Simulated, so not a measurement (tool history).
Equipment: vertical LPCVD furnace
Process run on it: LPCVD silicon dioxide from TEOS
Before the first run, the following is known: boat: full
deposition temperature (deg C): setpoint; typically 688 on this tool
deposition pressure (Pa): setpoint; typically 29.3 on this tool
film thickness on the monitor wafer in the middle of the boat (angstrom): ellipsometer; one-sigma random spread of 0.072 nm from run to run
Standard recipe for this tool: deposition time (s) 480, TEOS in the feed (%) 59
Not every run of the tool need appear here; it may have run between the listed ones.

run	hour	deposition temperature (deg C)	deposition pressure (Pa)	deposition time (s)	TEOS in the feed (%)	wafers since the last listed run	hours since the last temperature calibration	hours since the pressure gauge was zeroed	hours since the TEOS flow controller was replaced	hours since the gauge calibration	read-back reference wafer on the same gauge, thickness	film thickness on the monitor wafer in the middle of the boat (angstrom)
1	0.0	688	29.3	570	59	0	2846.0	2938.1	2402.1	1156.0	35.65	407.1
2	61.0	688	29.3	570	59	499	2907.0	2999.1	2463.1	1217.0	35.73	409.0
3	93.5	692	29.3	480	59	266	2939.5	3031.6	2495.6	1249.5	35.73	377.5
4	117.6	692	29.3	480	59	197	2963.6	3055.7	2519.7	1273.6	35.70	378.0
5	170.0	692	29.3	480	59	429	3016.0	3108.1	2572.1	1326.0	35.72	379.0
6	198.4	688	29.3	360	59	232	3044.4	3136.5	2600.5	1354.4	35.68	257.5
7	264.9	688	29.3	360	59	544	3110.9	3203.0	2667.0	1420.9	35.68	258.1
8	365.8	688	31.3	390	59	826	3211.8	3303.9	2767.9	1521.8	35.69	290.3
# hour 424.1: TEOS flow controller replaced
9	424.6	688	29.3	480	59	285	3270.6	3362.7	0.5	1580.6	35.71	340.5
10	462.6	696	29.3	480	59	311	3308.6	3400.7	38.5	1618.6	35.66	413.0
11	511.7	696	29.3	480	59	402	3357.7	3449.8	87.6	1667.7	35.72	411.2
# hour 539.3: gauge calibrated
12	582.3	688	29.3	480	59	578	3428.3	3520.4	158.2	43.0	35.70	341.3
13	636.6	688	29.3	480	59	444	3482.6	3574.7	212.5	97.3	35.67	341.7
14	701.9	678	29.3	480	69	535	3547.9	3640.0	277.8	162.6	35.71	291.2
15	745.4	688	29.3	480	59	356	3591.4	3683.5	321.3	206.1	35.68	341.9
16	811.9	682	24.7	480	68	544	3657.9	3750.0	387.8	272.6	35.65	291.3
17	838.7	688	29.3	480	59	219	3684.7	3776.8	414.6	299.4	35.67	341.8
# hour 903.8: thermocouples replaced and temperature profile calibrated
18	904.3	688	29.3	480	59	340	0.5	3842.4	480.2	365.0	35.74	336.5
19	956.5	691	31.3	330	68	427	52.7	3894.6	532.4	417.2	35.68	275.3
20	1028.3	692	22.7	630	64	588	124.5	3966.4	604.2	489.0	35.67	445.0
21	1055.1	692	34.7	660	63	219	151.3	3993.2	631.0	515.8	35.71	571.5
# hour 1087.5: pressure gauge zeroed
22	1211.2	691	29.3	480	59	1082	307.4	123.7	787.1	671.9	35.69	360.8
23	1281.8	688	29.3	480	59	578	378.0	194.3	857.7	742.5	35.67	337.6
24	1348.9	679	29.3	570	65	549	445.1	261.4	924.8	809.6	35.68	338.0
25	1411.0	688	29.3	480	59	508	507.2	323.5	986.9	871.7	35.70	337.2
26	1480.5	688	29.3	300	59	569	576.7	393.0	1056.4	941.2	35.69	210.5
27	1519.7	678	26.7	390	59	321	615.9	432.2	1095.6	980.4	35.66	205.4
28	1556.8	688	29.3	480	59	304	653.0	469.3	1132.7	1017.5	35.69	337.6
29	1598.2	699	34.7	480	51	339	694.4	510.7	1174.1	1058.9	35.75	442.0
30	1648.4	688	35.3	480	59	411	744.6	560.9	1224.3	1109.1	35.73	370.5

Predict each of these 5 candidate next runs independently; none follows another, all start after run 30:
A	1653.3	688	29.3	480	64	40	749.5	565.8	1229.2	1114.0	?	?
B	1653.3	688	33.3	570	59	40	749.5	565.8	1229.2	1114.0	?	?
C	1653.3	688	32.0	480	64	40	749.5	565.8	1229.2	1114.0	?	?
D	1653.3	695	29.3	480	59	40	749.5	565.8	1229.2	1114.0	?	?
E	1653.3	697	29.3	630	54	40	749.5	565.8	1229.2	1114.0	?	?

run	read-back reference wafer on the same gauge, thickness	film thickness on the monitor wafer in the middle of the boat (angstrom)
A	35.71	351.6
B	35.71	427.7
C	35.71	367.3
D	35.71	398.8
E	35.71	525.1
With no hidden state in the tool, these same runs would have given:
run	film thickness on the monitor wafer in the middle of the boat (angstrom)
A	349.1
B	424.3
C	364.6
D	395.6
E	520.6
